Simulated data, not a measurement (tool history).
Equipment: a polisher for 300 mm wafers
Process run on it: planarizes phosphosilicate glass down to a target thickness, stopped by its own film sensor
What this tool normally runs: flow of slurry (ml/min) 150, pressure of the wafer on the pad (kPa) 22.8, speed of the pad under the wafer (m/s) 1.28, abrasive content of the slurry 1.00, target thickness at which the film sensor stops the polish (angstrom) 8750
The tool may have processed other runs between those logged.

run    hour  flow of slurry (ml/min)  pressure of the wafer on the pad (kPa)  speed of the pad under the wafer (m/s)  abrasive content of the slurry  target thickness at which the film sensor stops the polish (angstrom)  wafers since the last listed run  wafers polished on this pad  hours since the slurry nozzle was cleaned  hours since the head pressure was calibrated  hours since the slurry blender was calibrated  hours since the conditioning disc was replaced  incoming thickness of the incoming film, nm  time until the film sensor stopped the polish (s)
  1     0.0                      150                                    22.8                                    1.28                            1.00                                                                   8750                                 0                         6563                                      294.6                                         506.3                                          354.3                                           577.6                                       1540.5                                               63.7
  2    40.0                      150                                    26.2                                    1.28                            1.00                                                                   6770                               386                         6949                                      334.6                                         546.3                                          394.3                                           617.6                                       1554.8                                               72.3
      105.1  -- worn pad replaced by a new one
  3   105.5                      150                                    22.8                                    1.28                            0.90                                                                   9650                               593                            3                                      400.1                                         611.8                                          459.8                                           683.1                                       1555.9                                               50.8
      117.6  -- conditioning disc replaced and pad reconditioned
  4   202.8                      120                                    22.8                                    1.28                            1.00                                                                   8750                               919                          923                                      497.4                                         709.1                                          557.1                                            85.2                                       1537.8                                               57.3
  5   258.5                      125                                    29.6                                    1.28                            1.00                                                                   8060                               537                         1460                                      553.1                                         764.8                                          612.8                                           140.9                                       1555.1                                               52.4
      276.5  -- head pressure recalibrated
  6   354.8                      150                                    31.0                                    1.14                            0.70                                                                   9850                               910                         2371                                      649.4                                          78.3                                          709.1                                           237.2                                       1573.7                                               48.7
      425.3  -- slurry nozzle cleaned
      433.0  -- slurry blender recalibrated
  7   450.2                      120                                    22.8                                    1.28                            1.00                                                                  11050                               891                         3262                                       24.9                                         173.7                                           17.2                                           332.6                                       1549.2                                               40.4
  8   523.1                      150                                    22.8                                    1.28                            1.00                                                                   8750                               703                         3966                                       97.8                                         246.6                                           90.1                                           405.5                                       1536.8                                               57.6
  9   605.3                      150                                    22.8                                    1.28                            1.00                                                                   8750                               793                         4759                                      180.0                                         328.8                                          172.3                                           487.7                                       1570.2                                               63.3
 10   667.6                      150                                    17.2                                    1.40                            0.75                                                                   7860                               601                         5360                                      242.3                                         391.1                                          234.6                                           550.0                                       1523.1                                               96.4
 11   731.6                      150                                    22.8                                    1.28                            1.00                                                                   8750                               617                         5978                                      306.3                                         455.1                                          298.6                                           614.0                                       1539.3                                               61.3
      780.9  -- conditioning disc replaced and pad reconditioned
 12   825.9                      150                                    22.8                                    1.28                            1.00                                                                   8750                               890                         6869                                      400.6                                         549.4                                          392.9                                            45.0                                       1541.4                                               64.5
      879.5  -- worn pad replaced by a new one
 13   913.5                      150                                    22.8                                    1.28                            1.00                                                                   8750                               806                          328                                      488.2                                         637.0                                          480.5                                           132.6                                       1570.3                                               57.0
 14   983.3                      150                                    31.0                                    1.00                            1.00                                                                   8750                               673                         1001                                      558.0                                         706.8                                          550.3                                           202.4                                       1525.4                                               45.3
 15  1034.3                      125                                    29.6                                    1.28                            1.00                                                                   8060                               492                         1493                                      609.0                                         757.8                                          601.3                                           253.4                                       1538.5                                               51.5
     1052.9  -- head pressure recalibrated
     1098.7  -- slurry nozzle cleaned
 16  1114.0                      125                                    29.6                                    1.28                            1.00                                                                   8060                               740                         2234                                       15.3                                          61.1                                          681.0                                           333.1                                       1556.6                                               52.4
     1189.4  -- slurry blender recalibrated
 17  1213.8                      150                                    22.8                                    1.42                            1.00                                                                   8750                               943                         3177                                      115.1                                         160.9                                           24.4                                           432.9                                       1556.3                                               58.4
 18  1533.6                      170                                    22.8                                    1.28                            1.00                                                                   8750                              3086                         6264                                      434.9                                         480.7                                          344.2                                           752.7                                       1548.0                                               62.9
     1542.7  -- worn pad replaced by a new one
     1562.1  -- conditioning disc replaced and pad reconditioned
 19  1578.4                      150                                    22.8                                    1.28                            1.25                                                                   8750                               374                          325                                      479.7                                         525.5                                          389.0                                            16.3                                       1568.6                                               52.5
 20  1645.2                      120                                    15.9                                    1.28                            1.00                                                                   8750                               644                          970                                      546.5                                         592.3                                          455.8                                            83.1                                       1530.3                                               79.3
 21  1737.8                      120                                    31.0                                    1.48                            0.70                                                                   8750                               893                         1863                                      639.1                                         684.9                                          548.4                                           175.7                                       1554.3                                               51.9
     1816.3  -- head pressure recalibrated
 22  1820.3                      150                                    22.8                                    1.28                            1.00                                                                   8750                               776                         2640                                      721.6                                           4.0                                          630.9                                           258.2                                       1536.1                                               58.5

What will run 23 give?
     1829.6  -- slurry nozzle cleaned
 23  1880.1                      150                                    22.8                                    1.28                            1.00                                                                   9880                               567                         3208                                       50.5                                          63.8                                          690.7                                           318.0                                       1541.1                                                  ?

{"run 23": {"time until the film sensor stopped the polish (s)": 51.3}}
Had the tool carried no hidden state, the very same run would have given time until the film sensor stopped the polish (s) 47.5.
